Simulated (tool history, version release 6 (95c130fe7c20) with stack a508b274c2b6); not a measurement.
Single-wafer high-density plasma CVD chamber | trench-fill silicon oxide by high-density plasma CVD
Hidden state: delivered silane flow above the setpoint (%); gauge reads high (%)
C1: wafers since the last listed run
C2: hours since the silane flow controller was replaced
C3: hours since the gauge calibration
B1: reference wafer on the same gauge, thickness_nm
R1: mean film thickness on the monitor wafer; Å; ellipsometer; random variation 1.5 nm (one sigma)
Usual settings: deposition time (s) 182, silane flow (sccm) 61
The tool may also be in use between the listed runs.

run 1 day=0 | deposition_time_(s)=182 silane_flow_(sccm)=52 | C1=0 C2=2727.9 C3=153.2 | B1=1189.999 | R1=8957.27
run 2 day=0.342 | deposition_time_(s)=164 silane_flow_(sccm)=69 | C1=94 C2=2736.1 C3=161.4 | B1=1189.509 | R1=10705.99
run 3 day=0.954 | deposition_time_(s)=164 silane_flow_(sccm)=69 | C1=169 C2=2750.8 C3=176.1 | B1=1190.771 | R1=10725.69
run 4 day=1.638 | deposition_time_(s)=164 silane_flow_(sccm)=69 | C1=189 C2=2767.2 C3=192.5 | B1=1190.103 | R1=10743.41
run 5 day=2.046 | deposition_time_(s)=182 silane_flow_(sccm)=61 | C1=113 C2=2777 C3=202.3 | B1=1190.205 | R1=10505.71
run 6 day=2.446 | deposition_time_(s)=182 silane_flow_(sccm)=61 | C1=110 C2=2786.6 C3=211.9 | B1=1190.203 | R1=10558.33
run 7 day=2.929 | deposition_time_(s)=174 silane_flow_(sccm)=61 | C1=133 C2=2798.2 C3=223.5 | B1=1189.558 | R1=10104.06
run 8 day=3.517 | deposition_time_(s)=174 silane_flow_(sccm)=61 | C1=162 C2=2812.3 C3=237.6 | B1=1190.078 | R1=10092.93
run 9 day=4.246 | deposition_time_(s)=182 silane_flow_(sccm)=61 | C1=202 C2=2829.8 C3=255.1 | B1=1190.087 | R1=10542.07
run 10 day=4.538 | deposition_time_(s)=182 silane_flow_(sccm)=61 | C1=80 C2=2836.8 C3=262.1 | B1=1189.651 | R1=10536.02
run 11 day=4.992 | deposition_time_(s)=200 silane_flow_(sccm)=61 | C1=125 C2=2847.7 C3=273 | B1=1190.018 | R1=11602
run 12 day=5.583 | deposition_time_(s)=200 silane_flow_(sccm)=61 | C1=163 C2=2861.9 C3=287.2 | B1=1190.242 | R1=11601.34
run 13 day=6.188 | deposition_time_(s)=200 silane_flow_(sccm)=61 | C1=167 C2=2876.4 C3=301.7 | B1=1189.492 | R1=11594.77
run 14 day=6.562 | deposition_time_(s)=159 silane_flow_(sccm)=68 | C1=103 C2=2885.4 C3=310.7 | B1=1189.847 | R1=10284.65
run 15 day=7.254 | deposition_time_(s)=182 silane_flow_(sccm)=61 | C1=191 C2=2902 C3=327.3 | B1=1189.973 | R1=10599.02
run 16 day=7.792 | deposition_time_(s)=216 silane_flow_(sccm)=61 | C1=148 C2=2914.9 C3=340.2 | B1=1189.653 | R1=12559
run 17 day=8.425 | deposition_time_(s)=159 silane_flow_(sccm)=66 | C1=175 C2=2930.1 C3=355.4 | B1=1189.716 | R1=10007.73
run 18 day=8.708 | deposition_time_(s)=164 silane_flow_(sccm)=69 | C1=78 C2=2936.9 C3=362.2 | B1=1190.145 | R1=10785.32
run 19 day=9.112 | deposition_time_(s)=164 silane_flow_(sccm)=69 | C1=112 C2=2946.6 C3=371.9 | B1=1190.511 | R1=10805.83

Forecast run 20:
-- day=9.512 silane flow controller replaced
-- day=9.683 gauge calibrated
run 20 day=9.746 | deposition_time_(s)=153 silane_flow_(sccm)=67 | C1=83 C2=5.6 C3=1.5 | B1=? | R1=?

Run 20 gave B1 1189.772, R1 9358.86 Å.
Without the tool's hidden state the same run would have given R1 9281.02 Å.

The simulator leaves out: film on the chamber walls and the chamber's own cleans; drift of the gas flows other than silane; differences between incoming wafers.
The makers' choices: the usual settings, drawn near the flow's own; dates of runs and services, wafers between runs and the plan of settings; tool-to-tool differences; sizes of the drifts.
